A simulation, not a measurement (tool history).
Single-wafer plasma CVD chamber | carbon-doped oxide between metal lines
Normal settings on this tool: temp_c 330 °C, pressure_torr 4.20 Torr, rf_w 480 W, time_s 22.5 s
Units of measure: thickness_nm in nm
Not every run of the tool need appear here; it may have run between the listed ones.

run,hour,temp_c,pressure_torr,rf_w,time_s,wafers since the last listed run,hours since the last thermocouple change,hours since the last RF generator calibration,hours since the last manometer calibration,hours since the showerhead was replaced,hours since the gauge calibration,"read-back reference wafer on the same gauge, thickness_nm",thickness_nm
1,0.0,338,4.20,480,22.5,0,1259.9,1236.3,1995.3,2435.2,1355.3,93.974,109.199
2,48.3,330,4.20,480,22.5,714,1308.2,1284.6,2043.6,2483.5,1403.6,94.058,112.488
3,94.6,330,4.20,480,22.5,684,1354.5,1330.9,2089.9,2529.8,1449.9,94.005,112.602
4,149.7,321,4.51,480,22.5,814,1409.6,1386.0,2145.0,2584.9,1505.0,94.022,117.421
5,186.0,330,4.42,535,22.5,536,1445.9,1422.3,2181.3,2621.2,1541.3,93.921,120.497
6,241.6,330,4.42,535,22.5,822,1501.5,1477.9,2236.9,2676.8,1596.9,93.906,120.796
# hour 263.9: thermocouple changed; heater temperature recalibrated
# hour 288.6: RF generator calibrated
7,292.0,330,4.42,535,22.5,508,28.1,3.4,2287.3,2727.2,1647.3,93.905,121.823
# hour 308.4: gauge calibrated
8,329.3,330,4.20,480,21.1,551,65.4,40.7,2324.6,2764.5,20.9,94.108,107.336
9,370.7,330,4.20,480,22.5,612,106.8,82.1,2366.0,2805.9,62.3,94.129,114.433
10,407.5,330,3.67,415,19.3,544,143.6,118.9,2402.8,2842.7,99.1,93.996,89.622
11,459.1,330,4.20,480,22.5,762,195.2,170.5,2454.4,2894.3,150.7,94.135,113.806
# hour 508.2: capacitance manometer re-zeroed and calibrated
12,578.2,343,3.80,430,25.9,1642,314.3,289.6,70.0,3013.4,269.8,94.006,117.050
13,625.4,330,4.51,480,22.5,697,361.5,336.8,117.2,3060.6,317.0,94.066,115.857
14,652.3,344,4.20,480,18.5,397,388.4,363.7,144.1,3087.5,343.9,93.965,90.758
# hour 693.0: thermocouple changed; heater temperature recalibrated, repeated, since the last time left the tool worse
15,697.2,337,3.28,400,19.6,545,4.2,408.6,189.0,3132.4,388.8,94.166,84.657
16,728.2,330,3.34,480,24.0,458,35.2,439.6,220.0,3163.4,419.8,94.030,117.962
17,760.9,338,4.20,390,20.7,483,67.9,472.3,252.7,3196.1,452.5,94.088,88.924
18,822.3,330,4.20,480,22.5,907,129.3,533.7,314.1,3257.5,513.9,93.988,113.111
19,856.6,336,3.89,480,22.5,507,163.6,568.0,348.4,3291.8,548.2,94.119,109.710
# hour 886.3: showerhead replaced
20,928.0,336,4.20,560,22.5,937,235.0,639.4,419.8,41.7,619.6,93.945,119.826
21,982.5,330,4.20,480,22.5,805,289.5,693.9,474.3,96.2,674.1,94.087,111.985
22,1053.8,330,4.20,480,22.5,1054,360.8,765.2,545.6,167.5,745.4,94.065,111.907
23,1091.7,330,4.20,480,22.5,560,398.7,803.1,583.5,205.4,783.3,93.963,113.445
24,1123.5,330,4.20,480,22.5,470,430.5,834.9,615.3,237.2,815.1,94.043,112.094
25,1173.9,330,4.20,480,22.5,745,480.9,885.3,665.7,287.6,865.5,93.974,112.461
26,1235.3,330,3.62,480,24.2,907,542.3,946.7,727.1,349.0,926.9,93.993,120.363
27,1306.2,330,4.46,480,18.5,1048,613.2,1017.6,798.0,419.9,997.8,93.930,92.757

What would each run have given without the hidden state, its run-to-run variation left as it was?
Hidden conditions of the tool in this case: wafer temperature above the value expected at the setpoint (K); delivered RF power above the setpoint (%); true pressure above the setpoint (%); gauge reads high (%).
run,thickness_nm
1,108.300
2,111.460
3,111.562
4,116.272
5,119.362
6,119.647
7,119.502
8,105.216
9,112.088
10,87.731
11,111.313
12,114.613
13,113.072
14,88.822
15,84.633
16,117.853
17,88.799
18,112.815
19,109.391
20,119.363
21,111.433
22,111.260
23,112.743
24,111.363
25,111.674
26,119.457
27,92.008
